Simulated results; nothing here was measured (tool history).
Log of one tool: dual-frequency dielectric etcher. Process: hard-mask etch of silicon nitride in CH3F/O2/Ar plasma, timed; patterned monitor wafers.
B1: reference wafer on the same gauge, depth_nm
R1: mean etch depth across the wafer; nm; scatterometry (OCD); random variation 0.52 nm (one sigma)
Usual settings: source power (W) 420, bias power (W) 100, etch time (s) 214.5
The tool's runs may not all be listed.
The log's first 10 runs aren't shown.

{"run": 11, "hour": 270.7, "source power (W)": 420, "bias power (W)": 100, "etch time (s)": 159.0, "B1": 147.9, "R1": 112.5}
{"run": 12, "hour": 287.0, "source power (W)": 420, "bias power (W)": 94, "etch time (s)": 214.5, "B1": 148.1, "R1": 146.9}
{"run": 13, "hour": 301.8, "source power (W)": 420, "bias power (W)": 116, "etch time (s)": 214.5, "B1": 147.9, "R1": 159.4}
{"hour": 334.2, "done": "upper electrode replaced"}
{"run": 14, "hour": 334.7, "source power (W)": 450, "bias power (W)": 116, "etch time (s)": 182.5, "B1": 148.1, "R1": 140.5}
{"hour": 340.3, "done": "gauge calibrated"}
{"run": 15, "hour": 352.3, "source power (W)": 420, "bias power (W)": 100, "etch time (s)": 214.5, "B1": 148.0, "R1": 151.4}
{"run": 16, "hour": 379.6, "source power (W)": 470, "bias power (W)": 91, "etch time (s)": 214.5, "B1": 147.9, "R1": 152.9}
{"hour": 413.5, "done": "bias power generator calibrated"}
{"run": 17, "hour": 414.0, "source power (W)": 360, "bias power (W)": 111, "etch time (s)": 179.0, "B1": 148.3, "R1": 122.1}
{"run": 18, "hour": 439.6, "source power (W)": 450, "bias power (W)": 100, "etch time (s)": 214.5, "B1": 148.0, "R1": 155.5}
{"run": 19, "hour": 469.5, "source power (W)": 330, "bias power (W)": 100, "etch time (s)": 236.0, "B1": 147.9, "R1": 149.4}
{"run": 20, "hour": 497.1, "source power (W)": 460, "bias power (W)": 100, "etch time (s)": 214.5, "B1": 148.0, "R1": 157.2}
{"run": 21, "hour": 592.0, "source power (W)": 420, "bias power (W)": 107, "etch time (s)": 214.5, "B1": 148.0, "R1": 155.7}
{"run": 22, "hour": 604.5, "source power (W)": 420, "bias power (W)": 100, "etch time (s)": 214.5, "B1": 148.0, "R1": 151.8}
{"run": 23, "hour": 618.7, "source power (W)": 460, "bias power (W)": 100, "etch time (s)": 244.5, "B1": 148.0, "R1": 178.6}
{"hour": 655.1, "done": "wet clean of the chamber"}
{"run": 24, "hour": 655.6, "source power (W)": 420, "bias power (W)": 100, "etch time (s)": 214.5, "B1": 148.0, "R1": 151.3}
{"run": 25, "hour": 671.6, "source power (W)": 420, "bias power (W)": 100, "etch time (s)": 272.5, "B1": 147.9, "R1": 193.1}
{"run": 26, "hour": 692.7, "source power (W)": 420, "bias power (W)": 75, "etch time (s)": 214.5, "B1": 147.9, "R1": 136.7}
{"run": 27, "hour": 708.2, "source power (W)": 420, "bias power (W)": 100, "etch time (s)": 214.5, "B1": 147.8, "R1": 150.9}
{"run": 28, "hour": 732.6, "source power (W)": 330, "bias power (W)": 86, "etch time (s)": 237.5, "B1": 147.9, "R1": 143.1}
{"run": 29, "hour": 764.7, "source power (W)": 420, "bias power (W)": 100, "etch time (s)": 214.5, "B1": 148.1, "R1": 151.9}
{"run": 30, "hour": 790.2, "source power (W)": 460, "bias power (W)": 78, "etch time (s)": 270.5, "B1": 148.1, "R1": 181.3}

4 ways to go on from here, each from the tool as it stands after run 30. What would each give?
{"run": "A", "hour": 790.7, "source power (W)": 420, "bias power (W)": 123, "etch time (s)": 214.5, "B1": "?", "R1": "?"}
{"run": "B", "hour": 790.7, "source power (W)": 470, "bias power (W)": 78, "etch time (s)": 267.5, "B1": "?", "R1": "?"}
{"run": "C", "hour": 790.7, "source power (W)": 490, "bias power (W)": 100, "etch time (s)": 214.5, "B1": "?", "R1": "?"}
{"run": "D", "hour": 790.7, "source power (W)": 450, "bias power (W)": 116, "etch time (s)": 195.5, "B1": "?", "R1": "?"}

run=A B1=147.8 R1=164.1
run=B B1=147.8 R1=182.3
run=C B1=147.8 R1=162.3
run=D B1=147.8 R1=150.7
Without the tool's hidden state the same runs would have given:
run=A R1=164.1
run=B R1=182.3
run=C R1=162.3
run=D R1=150.7
